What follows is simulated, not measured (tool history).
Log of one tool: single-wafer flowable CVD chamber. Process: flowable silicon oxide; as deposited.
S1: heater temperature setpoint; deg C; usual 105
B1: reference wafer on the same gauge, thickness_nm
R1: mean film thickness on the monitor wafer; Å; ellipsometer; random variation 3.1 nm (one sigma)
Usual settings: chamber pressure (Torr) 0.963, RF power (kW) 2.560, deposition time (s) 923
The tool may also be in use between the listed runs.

{"run": 1, "hour": 0.0, "S1": 105, "chamber pressure (Torr)": 0.85, "RF power (kW)": 2.56, "deposition time (s)": 923, "B1": 622.415, "R1": 4892.85}
{"hour": 83.3, "done": "capacitance manometer re-zeroed and calibrated"}
{"run": 2, "hour": 86.9, "S1": 105, "chamber pressure (Torr)": 0.85, "RF power (kW)": 2.56, "deposition time (s)": 923, "B1": 623.375, "R1": 4837.0}
{"run": 3, "hour": 183.4, "S1": 105, "chamber pressure (Torr)": 0.963, "RF power (kW)": 2.56, "deposition time (s)": 923, "B1": 622.707, "R1": 5532.27}
{"run": 4, "hour": 363.8, "S1": 105, "chamber pressure (Torr)": 0.963, "RF power (kW)": 2.56, "deposition time (s)": 923, "B1": 623.376, "R1": 5537.93}
{"run": 5, "hour": 442.9, "S1": 105, "chamber pressure (Torr)": 0.963, "RF power (kW)": 2.56, "deposition time (s)": 923, "B1": 622.877, "R1": 5578.43}
{"run": 6, "hour": 541.3, "S1": 105, "chamber pressure (Torr)": 0.729, "RF power (kW)": 2.76, "deposition time (s)": 762, "B1": 623.025, "R1": 3496.74}
{"hour": 596.4, "done": "RF generator calibrated"}
{"run": 7, "hour": 596.9, "S1": 105, "chamber pressure (Torr)": 0.963, "RF power (kW)": 2.56, "deposition time (s)": 858, "B1": 622.891, "R1": 5148.26}
{"run": 8, "hour": 647.1, "S1": 119, "chamber pressure (Torr)": 0.963, "RF power (kW)": 2.56, "deposition time (s)": 1075, "B1": 623.04, "R1": 3927.22}
{"run": 9, "hour": 683.9, "S1": 105, "chamber pressure (Torr)": 0.963, "RF power (kW)": 2.56, "deposition time (s)": 923, "B1": 622.65, "R1": 5601.72}
{"hour": 756.9, "done": "thermocouple changed; heater temperature recalibrated"}
{"run": 10, "hour": 779.6, "S1": 105, "chamber pressure (Torr)": 0.963, "RF power (kW)": 2.56, "deposition time (s)": 923, "B1": 622.873, "R1": 5599.13}
{"run": 11, "hour": 864.1, "S1": 105, "chamber pressure (Torr)": 0.963, "RF power (kW)": 2.56, "deposition time (s)": 923, "B1": 622.63, "R1": 5553.89}
{"run": 12, "hour": 945.8, "S1": 101, "chamber pressure (Torr)": 0.963, "RF power (kW)": 2.72, "deposition time (s)": 1076, "B1": 623.207, "R1": 7609.96}
{"run": 13, "hour": 1024.6, "S1": 105, "chamber pressure (Torr)": 0.963, "RF power (kW)": 2.56, "deposition time (s)": 923, "B1": 622.608, "R1": 5601.31}
{"hour": 1097.2, "done": "capacitance manometer re-zeroed and calibrated"}
{"run": 14, "hour": 1104.6, "S1": 105, "chamber pressure (Torr)": 0.963, "RF power (kW)": 2.335, "deposition time (s)": 923, "B1": 622.773, "R1": 5503.24}
{"hour": 1187.0, "done": "showerhead replaced"}
{"run": 15, "hour": 1187.5, "S1": 105, "chamber pressure (Torr)": 0.963, "RF power (kW)": 2.415, "deposition time (s)": 923, "B1": 622.933, "R1": 5527.68}
{"run": 16, "hour": 1259.1, "S1": 105, "chamber pressure (Torr)": 0.963, "RF power (kW)": 2.56, "deposition time (s)": 923, "B1": 622.134, "R1": 5530.07}
{"hour": 1268.9, "done": "gauge calibrated"}
{"run": 17, "hour": 1325.8, "S1": 105, "chamber pressure (Torr)": 0.804, "RF power (kW)": 2.56, "deposition time (s)": 923, "B1": 623.287, "R1": 4635.52}
{"hour": 1496.8, "done": "RF generator calibrated"}
{"run": 18, "hour": 1602.4, "S1": 105, "chamber pressure (Torr)": 1.15, "RF power (kW)": 2.56, "deposition time (s)": 923, "B1": 623.07, "R1": 6631.09}
{"run": 19, "hour": 1693.8, "S1": 95, "chamber pressure (Torr)": 1.199, "RF power (kW)": 2.98, "deposition time (s)": 923, "B1": 622.766, "R1": 10198.85}
{"run": 20, "hour": 1793.6, "S1": 105, "chamber pressure (Torr)": 0.831, "RF power (kW)": 2.56, "deposition time (s)": 923, "B1": 622.66, "R1": 4777.11}
{"run": 21, "hour": 1895.3, "S1": 115, "chamber pressure (Torr)": 0.797, "RF power (kW)": 2.56, "deposition time (s)": 923, "B1": 623.233, "R1": 3193.18}
{"hour": 1920.1, "done": "capacitance manometer re-zeroed and calibrated"}
{"run": 22, "hour": 1963.9, "S1": 97, "chamber pressure (Torr)": 1.088, "RF power (kW)": 2.56, "deposition time (s)": 923, "B1": 621.496, "R1": 8401.98}
{"run": 23, "hour": 2070.5, "S1": 105, "chamber pressure (Torr)": 0.963, "RF power (kW)": 2.56, "deposition time (s)": 923, "B1": 623.066, "R1": 5563.31}
{"run": 24, "hour": 2119.4, "S1": 105, "chamber pressure (Torr)": 0.963, "RF power (kW)": 2.07, "deposition time (s)": 1088, "B1": 623.208, "R1": 6277.43}
{"run": 25, "hour": 2196.2, "S1": 105, "chamber pressure (Torr)": 0.963, "RF power (kW)": 2.445, "deposition time (s)": 923, "B1": 623.125, "R1": 5533.64}
{"run": 26, "hour": 2290.6, "S1": 105, "chamber pressure (Torr)": 0.963, "RF power (kW)": 2.87, "deposition time (s)": 923, "B1": 623.236, "R1": 5670.19}
{"hour": 2335.1, "done": "RF generator calibrated"}
{"run": 27, "hour": 2348.4, "S1": 105, "chamber pressure (Torr)": 0.845, "RF power (kW)": 2.955, "deposition time (s)": 1102, "B1": 622.841, "R1": 5873.25}
{"run": 28, "hour": 2389.6, "S1": 115, "chamber pressure (Torr)": 0.748, "RF power (kW)": 2.95, "deposition time (s)": 923, "B1": 622.804, "R1": 3025.78}

4 ways to go on from here, each from the tool as it stands after run 28. What would each give?
{"run": "A", "hour": 2390.3, "S1": 105, "chamber pressure (Torr)": 0.963, "RF power (kW)": 2.56, "deposition time (s)": 923, "B1": "?", "R1": "?"}
{"run": "B", "hour": 2390.3, "S1": 105, "chamber pressure (Torr)": 1.077, "RF power (kW)": 2.56, "deposition time (s)": 997, "B1": "?", "R1": "?"}
{"run": "C", "hour": 2390.3, "S1": 109, "chamber pressure (Torr)": 0.851, "RF power (kW)": 2.56, "deposition time (s)": 1053, "B1": "?", "R1": "?"}
{"run": "D", "hour": 2390.3, "S1": 100, "chamber pressure (Torr)": 1.137, "RF power (kW)": 2.05, "deposition time (s)": 773, "B1": "?", "R1": "?"}

run=A B1=623.106 R1=5478.13
run=B B1=623.106 R1=6614.26
run=C B1=623.106 R1=4756.86
run=D B1=623.106 R1=6257.63
Without the tool's hidden state the same runs would have given:
run=A R1=5478.13
run=B R1=6614.26
run=C R1=4756.86
run=D R1=6257.63
